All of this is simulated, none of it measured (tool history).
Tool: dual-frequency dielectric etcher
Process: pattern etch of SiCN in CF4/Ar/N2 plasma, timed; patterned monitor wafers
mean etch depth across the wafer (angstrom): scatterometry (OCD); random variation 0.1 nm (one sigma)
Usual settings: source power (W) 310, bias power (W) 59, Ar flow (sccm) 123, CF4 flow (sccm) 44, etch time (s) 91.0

run	hour	source power (W)	bias power (W)	Ar flow (sccm)	CF4 flow (sccm)	etch time (s)	read-back reference wafer on the same gauge, depth_nm	mean etch depth across the wafer (angstrom)
1	0.0	230	59	98	44	68.5	55.68	280.1
2	99.0	230	66	123	49	91.0	55.66	380.5
3	174.1	310	47	123	44	102.5	55.68	497.8
# hour 207.5: CF4 flow controller replaced
# hour 257.7: wet clean of the chamber
4	258.2	310	59	123	44	91.0	55.67	471.0
5	344.8	270	59	145	40	79.0	55.70	347.0
6	410.2	330	59	123	52	91.0	55.71	516.9
7	479.1	310	67	110	34	68.0	55.72	354.1
# hour 576.2: bias power generator calibrated
8	580.5	250	63	123	44	91.0	55.68	395.9
# hour 667.4: Ar flow controller replaced
9	667.9	310	68	108	44	91.0	55.68	500.2
10	721.3	340	59	123	44	91.0	55.66	512.4
11	816.2	310	67	110	34	68.0	55.70	355.6
12	863.8	360	59	100	44	91.0	55.69	556.8
13	908.7	310	59	112	38	91.0	55.71	463.9
# hour 944.4: wet clean of the chamber
14	972.7	370	59	123	50	91.0	55.71	568.3
15	1046.2	310	59	123	44	91.0	55.67	471.6
16	1104.4	310	59	123	44	91.0	55.75	473.5
17	1182.7	360	59	123	50	91.0	55.74	556.4
18	1239.2	350	59	99	44	83.0	55.74	495.2
19	1326.9	310	59	123	44	91.0	55.71	471.9
20	1368.6	310	59	99	44	79.0	55.69	423.1

What the log doesn't show, run by run:
etch rate over this chamber's usual, %: 0 in every run
source power that arrives over what is set, %: 0 in every run
bias power that arrives over what is set, %: 0 in every run
Ar flow that arrives over what is set, %: 0 in every run
CF4 flow that arrives over what is set, %: 0 in every run
gauge reads high (%): 0 in every run
